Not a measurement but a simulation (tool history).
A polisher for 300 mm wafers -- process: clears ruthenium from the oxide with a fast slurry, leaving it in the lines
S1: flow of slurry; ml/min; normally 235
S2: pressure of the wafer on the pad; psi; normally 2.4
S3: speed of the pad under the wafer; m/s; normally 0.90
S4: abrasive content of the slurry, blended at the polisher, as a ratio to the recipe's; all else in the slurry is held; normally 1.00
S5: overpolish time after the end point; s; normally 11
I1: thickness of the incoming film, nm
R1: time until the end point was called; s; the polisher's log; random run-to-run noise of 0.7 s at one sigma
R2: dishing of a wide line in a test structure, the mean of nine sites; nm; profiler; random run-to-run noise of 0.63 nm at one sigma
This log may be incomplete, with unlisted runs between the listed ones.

{"run": 1, "day": 0.0, "S1": 235, "S2": 2.4, "S3": 0.9, "S4": 1.0, "S5": 11, "I1": 227.9, "R1": 74.9, "R2": 31.0}
{"run": 2, "day": 0.642, "S1": 235, "S2": 2.4, "S3": 0.9, "S4": 1.0, "S5": 11, "I1": 228.1, "R1": 76.8, "R2": 28.6}
{"run": 3, "day": 1.738, "S1": 235, "S2": 2.7, "S3": 0.9, "S4": 1.0, "S5": 8, "I1": 231.2, "R1": 71.9, "R2": 23.0}
{"run": 4, "day": 2.546, "S1": 305, "S2": 2.7, "S3": 0.66, "S4": 0.8, "S5": 11, "I1": 226.8, "R1": 91.7, "R2": 24.9}
{"run": 5, "day": 3.138, "S1": 235, "S2": 2.4, "S3": 0.9, "S4": 1.05, "S5": 11, "I1": 233.1, "R1": 78.1, "R2": 30.3}
{"run": 6, "day": 4.533, "S1": 290, "S2": 2.4, "S3": 0.98, "S4": 1.0, "S5": 11, "I1": 232.6, "R1": 74.8, "R2": 30.7}
{"run": 7, "day": 5.821, "S1": 235, "S2": 2.4, "S3": 0.9, "S4": 1.0, "S5": 11, "I1": 231.6, "R1": 77.0, "R2": 29.9}
{"run": 8, "day": 7.029, "S1": 235, "S2": 1.8, "S3": 0.9, "S4": 1.0, "S5": 11, "I1": 231.0, "R1": 90.0, "R2": 26.8}
{"run": 9, "day": 7.779, "S1": 235, "S2": 2.4, "S3": 0.9, "S4": 1.0, "S5": 11, "I1": 230.4, "R1": 75.5, "R2": 30.7}
{"run": 10, "day": 8.817, "S1": 285, "S2": 3.0, "S3": 0.9, "S4": 1.1, "S5": 8, "I1": 231.8, "R1": 62.6, "R2": 27.6}
{"run": 11, "day": 10.217, "S1": 235, "S2": 2.9, "S3": 0.78, "S4": 1.2, "S5": 11, "I1": 231.1, "R1": 69.1, "R2": 32.8}
{"run": 12, "day": 10.8, "S1": 235, "S2": 2.7, "S3": 0.9, "S4": 1.2, "S5": 9, "I1": 230.3, "R1": 66.4, "R2": 28.2}
{"run": 13, "day": 11.804, "S1": 235, "S2": 2.4, "S3": 1.08, "S4": 1.3, "S5": 17, "I1": 230.9, "R1": 61.6, "R2": 53.5}
{"run": 14, "day": 12.567, "S1": 235, "S2": 2.4, "S3": 1.12, "S4": 1.0, "S5": 5, "I1": 231.7, "R1": 65.1, "R2": 16.1}
{"run": 15, "day": 13.083, "S1": 235, "S2": 1.8, "S3": 0.9, "S4": 1.15, "S5": 11, "I1": 227.9, "R1": 88.2, "R2": 25.9}
{"run": 16, "day": 14.129, "S1": 235, "S2": 2.4, "S3": 0.74, "S4": 1.0, "S5": 5, "I1": 228.8, "R1": 89.3, "R2": 12.2}
{"run": 17, "day": 14.946, "S1": 235, "S2": 2.4, "S3": 0.9, "S4": 1.1, "S5": 15, "I1": 225.3, "R1": 75.5, "R2": 41.8}
{"run": 18, "day": 16.358, "S1": 155, "S2": 2.8, "S3": 1.16, "S4": 1.0, "S5": 13, "I1": 233.6, "R1": 62.4, "R2": 45.1}
{"run": 19, "day": 17.642, "S1": 285, "S2": 2.4, "S3": 0.9, "S4": 0.85, "S5": 11, "I1": 225.4, "R1": 77.2, "R2": 29.8}
{"run": 20, "day": 18.775, "S1": 295, "S2": 2.4, "S3": 0.9, "S4": 0.75, "S5": 11, "I1": 229.4, "R1": 81.7, "R2": 28.0}
{"run": 21, "day": 20.262, "S1": 170, "S2": 2.4, "S3": 0.9, "S4": 1.25, "S5": 16, "I1": 230.4, "R1": 73.6, "R2": 46.0}
{"run": 22, "day": 20.862, "S1": 235, "S2": 2.4, "S3": 0.9, "S4": 1.0, "S5": 11, "I1": 227.4, "R1": 73.6, "R2": 31.5}
{"run": 23, "day": 22.188, "S1": 185, "S2": 2.4, "S3": 1.2, "S4": 1.0, "S5": 15, "I1": 228.2, "R1": 62.5, "R2": 47.0}
{"run": 24, "day": 23.5, "S1": 210, "S2": 2.4, "S3": 1.02, "S4": 1.0, "S5": 11, "I1": 230.4, "R1": 71.5, "R2": 32.4}
{"run": 25, "day": 25.817, "S1": 235, "S2": 2.4, "S3": 0.9, "S4": 1.0, "S5": 11, "I1": 230.2, "R1": 78.3, "R2": 29.6}
{"run": 26, "day": 26.396, "S1": 260, "S2": 2.4, "S3": 0.78, "S4": 1.0, "S5": 14, "I1": 225.6, "R1": 85.4, "R2": 32.2}
{"run": 27, "day": 26.904, "S1": 235, "S2": 2.4, "S3": 0.9, "S4": 1.0, "S5": 11, "I1": 234.7, "R1": 80.3, "R2": 30.8}

Not shown: 6 entries that the log had between the listed runs. Between which runs, and how does the tool's hidden state differ before and after?
Runs 6 to 7: slurry blender recalibrated (day 4.875)
  abrasive missing from the slurry, %: 18.6 -> 0.962
  measured value less the no-hidden-state value, R1: +4.8 -> +0.2 s; R2: -1.9 -> -0.1 nm
Runs 8 to 9: slurry nozzle cleaned (day 7.346)
  abrasive missing from the slurry, %: 1.46 -> 1.96
  measured value less the no-hidden-state value, R1: +0.5 -> +0.5 s; R2: -0.1 -> -0.2 nm
Runs 12 to 13: worn pad replaced by a new one (day 11.617)
  abrasive missing from the slurry, %: 5.48 -> 7.19
  measured value less the no-hidden-state value, R1: +1.1 -> +1.3 s; R2: -0.5 -> -1.0 nm
Runs 16 to 17: head pressure recalibrated (day 14.738)
  abrasive missing from the slurry, %: 12.2 -> 14.2
  measured value less the no-hidden-state value, R1: +3.6 -> +3.5 s; R2: -0.5 -> -1.9 nm
Runs 18 to 19: slurry blender recalibrated (day 16.925)
  abrasive missing from the slurry, %: 18.3 -> 1.82
  measured value less the no-hidden-state value, R1: +3.9 -> +0.5 s; R2: -2.7 -> -0.1 nm
Runs 22 to 23: worn pad replaced by a new one (day 22.033)
  abrasive missing from the slurry, %: 3.8 -> 5.41
  measured value less the no-hidden-state value, R1: +0.9 -> +1.1 s; R2: -0.4 -> -0.7 nm
